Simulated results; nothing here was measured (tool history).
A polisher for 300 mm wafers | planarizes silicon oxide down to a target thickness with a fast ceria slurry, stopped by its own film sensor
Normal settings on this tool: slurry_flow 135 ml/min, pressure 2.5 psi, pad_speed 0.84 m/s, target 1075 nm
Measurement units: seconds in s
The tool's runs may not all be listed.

| run | hour | slurry_flow | pressure | pad_speed | target | incoming thickness of the incoming film, nm | seconds |
|---|---|---|---|---|---|---|---|
| 1 | 0 | 135 | 2.9 | 0.84 | 1075 | 1814.1 | 59.3 |
|  | 9.7 | worn pad replaced by a new one |
| 2 | 79.7 | 135 | 2.9 | 0.84 | 1075 | 1801.4 | 57.6 |
| 3 | 110.2 | 135 | 2.5 | 0.84 | 1075 | 1779.9 | 64.2 |
| 4 | 137.5 | 135 | 2.5 | 0.84 | 1075 | 1824.5 | 66.9 |
| 5 | 151.2 | 135 | 2.5 | 0.84 | 1075 | 1797.5 | 65.2 |
|  | 165.5 | worn pad replaced by a new one |
| 6 | 183.4 | 135 | 2.5 | 0.84 | 1075 | 1805.4 | 65.2 |
| 7 | 239 | 135 | 2.5 | 0.84 | 1075 | 1787.3 | 63.6 |
| 8 | 256.9 | 135 | 2.5 | 0.84 | 1075 | 1802.2 | 65.6 |
| 9 | 287.1 | 135 | 2.5 | 0.84 | 1075 | 1804.6 | 64.9 |
| 10 | 304 | 135 | 2.5 | 0.84 | 1075 | 1785 | 64.1 |
|  | 311.5 | worn pad replaced by a new one |
|  | 340.8 | head pressure recalibrated |
| 11 | 341.3 | 135 | 2.5 | 0.84 | 1075 | 1793.8 | 70.1 |
| 12 | 357.4 | 135 | 2.5 | 0.84 | 1075 | 1819.9 | 72.9 |
| 13 | 379.6 | 135 | 2.5 | 0.84 | 1075 | 1787.2 | 68.7 |
|  | 390 | slurry nozzle cleaned |
| 14 | 395.1 | 135 | 2.5 | 0.84 | 1075 | 1791.1 | 65.9 |
| 15 | 410 | 135 | 2.5 | 0.84 | 1075 | 1822 | 69 |
| 16 | 426 | 135 | 2.5 | 0.84 | 1075 | 1803.5 | 66.6 |
| 17 | 454.7 | 135 | 3.2 | 0.6 | 979 | 1768.1 | 73.1 |
|  | 472.1 | worn pad replaced by a new one |
| 18 | 472.6 | 135 | 2.9 | 0.84 | 1075 | 1826.2 | 60.1 |
| 19 | 503.2 | 170 | 1.6 | 0.84 | 838 | 1818.3 | 121.4 |
| 20 | 535.8 | 165 | 3.1 | 0.84 | 1075 | 1788.5 | 51.1 |
| 21 | 553.7 | 135 | 2.2 | 0.68 | 1075 | 1784.9 | 81.5 |
| 22 | 621.8 | 150 | 2 | 0.98 | 977 | 1770.5 | 74 |
| 23 | 653 | 135 | 2.5 | 0.84 | 1075 | 1807.9 | 66.3 |
|  | 662.4 | worn pad replaced by a new one |
| 24 | 678 | 100 | 1.7 | 0.94 | 1288 | 1798.9 | 62.2 |
| 25 | 693.3 | 135 | 3.2 | 1.1 | 1075 | 1809.6 | 44.6 |
| 26 | 721.7 | 135 | 2.2 | 0.84 | 895 | 1814.1 | 91.6 |
| 27 | 751.3 | 135 | 2.5 | 0.84 | 1075 | 1768.3 | 62 |
| 28 | 782.3 | 115 | 2.5 | 0.84 | 1075 | 1792.2 | 66.8 |

Estimate the outcome of run 29 from the log above:
| 29 | 799.4 | 135 | 3.2 | 0.58 | 1075 | 1787.6 | ? |

seconds: 66.4 s
Minus the tool's unlogged condition, the same run would have read seconds 69.2 s.

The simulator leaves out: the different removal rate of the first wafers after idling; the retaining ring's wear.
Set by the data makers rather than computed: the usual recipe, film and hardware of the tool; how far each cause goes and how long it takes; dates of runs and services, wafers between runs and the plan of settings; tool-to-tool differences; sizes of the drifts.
